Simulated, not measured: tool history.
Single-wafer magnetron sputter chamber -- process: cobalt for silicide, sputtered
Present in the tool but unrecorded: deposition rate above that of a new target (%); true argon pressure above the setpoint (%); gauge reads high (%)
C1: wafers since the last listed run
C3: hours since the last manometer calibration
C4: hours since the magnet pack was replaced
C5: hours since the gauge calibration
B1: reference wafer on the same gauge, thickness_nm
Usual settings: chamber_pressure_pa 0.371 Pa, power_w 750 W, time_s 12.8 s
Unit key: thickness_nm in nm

{"run": 1, "hour": 0.0, "chamber_pressure_pa": 0.371, "power_w": 900, "time_s": 12.8, "C1": 0, "wafers on the sputter target": 2031, "C3": 608.4, "C4": 4044.9, "C5": 817.1, "B1": 4.955, "thickness_nm": 6.765}
{"run": 2, "hour": 66.7, "chamber_pressure_pa": 0.371, "power_w": 650, "time_s": 11.8, "C1": 3099, "wafers on the sputter target": 5130, "C3": 675.1, "C4": 4111.6, "C5": 883.8, "B1": 4.959, "thickness_nm": 4.607}
{"run": 3, "hour": 92.4, "chamber_pressure_pa": 0.371, "power_w": 650, "time_s": 11.8, "C1": 1194, "wafers on the sputter target": 6324, "C3": 700.8, "C4": 4137.3, "C5": 909.5, "B1": 4.961, "thickness_nm": 4.617}
{"run": 4, "hour": 143.0, "chamber_pressure_pa": 0.371, "power_w": 650, "time_s": 11.8, "C1": 2351, "wafers on the sputter target": 8675, "C3": 751.4, "C4": 4187.9, "C5": 960.1, "B1": 4.962, "thickness_nm": 4.614}
{"run": 5, "hour": 319.6, "chamber_pressure_pa": 0.478, "power_w": 750, "time_s": 12.8, "C1": 8205, "wafers on the sputter target": 16881, "C3": 928, "C4": 4364.5, "C5": 1136.7, "B1": 4.96, "thickness_nm": 5.52}
{"run": 6, "hour": 344.7, "chamber_pressure_pa": 0.268, "power_w": 750, "time_s": 10.9, "C1": 1166, "wafers on the sputter target": 18047, "C3": 953.1, "C4": 4389.6, "C5": 1161.8, "B1": 4.956, "thickness_nm": 4.953}
{"run": 7, "hour": 371.5, "chamber_pressure_pa": 0.371, "power_w": 750, "time_s": 12.8, "C1": 1245, "wafers on the sputter target": 19293, "C3": 979.9, "C4": 4416.4, "C5": 1188.6, "B1": 4.96, "thickness_nm": 5.659}
{"hour": 398.5, "done": "sputter target and shields replaced"}
{"run": 8, "hour": 400.2, "chamber_pressure_pa": 0.371, "power_w": 750, "time_s": 12.8, "C1": 961, "wafers on the sputter target": 81, "C3": 1008.6, "C4": 4445.1, "C5": 1217.3, "B1": 4.96, "thickness_nm": 5.734}
{"run": 9, "hour": 462.2, "chamber_pressure_pa": 0.371, "power_w": 750, "time_s": 12.8, "C1": 2880, "wafers on the sputter target": 2961, "C3": 1070.6, "C4": 4507.1, "C5": 1279.3, "B1": 4.955, "thickness_nm": 5.736}
{"run": 10, "hour": 489.5, "chamber_pressure_pa": 0.474, "power_w": 750, "time_s": 12.8, "C1": 1268, "wafers on the sputter target": 4230, "C3": 1097.9, "C4": 4534.4, "C5": 1306.6, "B1": 4.962, "thickness_nm": 5.584}
{"run": 11, "hour": 553.1, "chamber_pressure_pa": 0.474, "power_w": 750, "time_s": 12.8, "C1": 2955, "wafers on the sputter target": 7185, "C3": 1161.5, "C4": 4598, "C5": 1370.2, "B1": 4.962, "thickness_nm": 5.563}
{"run": 12, "hour": 600.6, "chamber_pressure_pa": 0.474, "power_w": 750, "time_s": 12.8, "C1": 2207, "wafers on the sputter target": 9392, "C3": 1209, "C4": 4645.5, "C5": 1417.7, "B1": 4.96, "thickness_nm": 5.573}
{"run": 13, "hour": 636.0, "chamber_pressure_pa": 0.371, "power_w": 750, "time_s": 12.8, "C1": 1644, "wafers on the sputter target": 11037, "C3": 1244.4, "C4": 4680.9, "C5": 1453.1, "B1": 4.959, "thickness_nm": 5.71}
{"run": 14, "hour": 738.6, "chamber_pressure_pa": 0.371, "power_w": 750, "time_s": 12.8, "C1": 4767, "wafers on the sputter target": 15804, "C3": 1347, "C4": 4783.5, "C5": 1555.7, "B1": 4.96, "thickness_nm": 5.696}
{"hour": 782.7, "done": "sputter target and shields replaced"}
{"run": 15, "hour": 854.2, "chamber_pressure_pa": 0.371, "power_w": 750, "time_s": 12.8, "C1": 4999, "wafers on the sputter target": 3323, "C3": 1462.6, "C4": 4899.1, "C5": 1671.3, "B1": 4.96, "thickness_nm": 5.734}
{"run": 16, "hour": 885.8, "chamber_pressure_pa": 0.371, "power_w": 750, "time_s": 12.8, "C1": 1468, "wafers on the sputter target": 4791, "C3": 1494.2, "C4": 4930.7, "C5": 1702.9, "B1": 4.961, "thickness_nm": 5.743}
{"run": 17, "hour": 932.4, "chamber_pressure_pa": 0.371, "power_w": 750, "time_s": 12.8, "C1": 2165, "wafers on the sputter target": 6956, "C3": 1540.8, "C4": 4977.3, "C5": 1749.5, "B1": 4.957, "thickness_nm": 5.727}
{"run": 18, "hour": 975.9, "chamber_pressure_pa": 0.371, "power_w": 750, "time_s": 12.8, "C1": 2021, "wafers on the sputter target": 8978, "C3": 1584.3, "C4": 5020.8, "C5": 1793, "B1": 4.958, "thickness_nm": 5.718}
{"hour": 1012.4, "done": "capacitance manometer re-zeroed and calibrated"}
{"hour": 1050.6, "done": "magnet pack replaced"}
{"run": 19, "hour": 1051.1, "chamber_pressure_pa": 0.371, "power_w": 750, "time_s": 14.6, "C1": 2750, "wafers on the sputter target": 11728, "C3": 38.7, "C4": 0.5, "C5": 1868.2, "B1": 4.96, "thickness_nm": 6.415}
{"run": 20, "hour": 1099.7, "chamber_pressure_pa": 0.491, "power_w": 550, "time_s": 12, "C1": 2258, "wafers on the sputter target": 13986, "C3": 87.3, "C4": 49.1, "C5": 1916.8, "B1": 4.96, "thickness_nm": 3.84}
{"run": 21, "hour": 1141.4, "chamber_pressure_pa": 0.478, "power_w": 750, "time_s": 12.8, "C1": 1937, "wafers on the sputter target": 15924, "C3": 129, "C4": 90.8, "C5": 1958.5, "B1": 4.962, "thickness_nm": 5.477}
{"run": 22, "hour": 1197.5, "chamber_pressure_pa": 0.421, "power_w": 750, "time_s": 12.8, "C1": 2606, "wafers on the sputter target": 18531, "C3": 185.1, "C4": 146.9, "C5": 2014.6, "B1": 4.961, "thickness_nm": 5.538}
{"hour": 1206.3, "done": "sputter target and shields replaced"}
{"run": 23, "hour": 1253.4, "chamber_pressure_pa": 0.243, "power_w": 600, "time_s": 14.5, "C1": 2225, "wafers on the sputter target": 2190, "C3": 241, "C4": 202.8, "C5": 2070.5, "B1": 4.959, "thickness_nm": 5.421}
{"run": 24, "hour": 1284.6, "chamber_pressure_pa": 0.371, "power_w": 750, "time_s": 14.4, "C1": 1449, "wafers on the sputter target": 3639, "C3": 272.2, "C4": 234, "C5": 2101.7, "B1": 4.959, "thickness_nm": 6.414}
{"run": 25, "hour": 1341.9, "chamber_pressure_pa": 0.438, "power_w": 750, "time_s": 12.8, "C1": 2662, "wafers on the sputter target": 6302, "C3": 329.5, "C4": 291.3, "C5": 2159, "B1": 4.962, "thickness_nm": 5.587}
{"hour": 1362.2, "done": "gauge calibrated"}
{"run": 26, "hour": 1395.1, "chamber_pressure_pa": 0.371, "power_w": 750, "time_s": 12.8, "C1": 2471, "wafers on the sputter target": 8774, "C3": 382.7, "C4": 344.5, "C5": 32.9, "B1": 4.964, "thickness_nm": 5.674}
{"run": 27, "hour": 1459.5, "chamber_pressure_pa": 0.371, "power_w": 900, "time_s": 10.6, "C1": 2992, "wafers on the sputter target": 11766, "C3": 447.1, "C4": 408.9, "C5": 97.3, "B1": 4.96, "thickness_nm": 5.564}
{"run": 28, "hour": 1484.4, "chamber_pressure_pa": 0.371, "power_w": 750, "time_s": 12.8, "C1": 1156, "wafers on the sputter target": 12923, "C3": 472, "C4": 433.8, "C5": 122.2, "B1": 4.959, "thickness_nm": 5.664}

Estimate the outcome of run 29 from the log above:
{"run": 29, "hour": 1508.6, "chamber_pressure_pa": 0.371, "power_w": 900, "time_s": 14.6, "C1": 1124, "wafers on the sputter target": 14047, "C3": 496.2, "C4": 458, "C5": 146.4, "B1": "?", "thickness_nm": "?"}

For run 29 the tool returned B1 4.961, thickness_nm 7.636 nm.
With no hidden state in the tool, this same run would have given thickness_nm 7.598 nm.
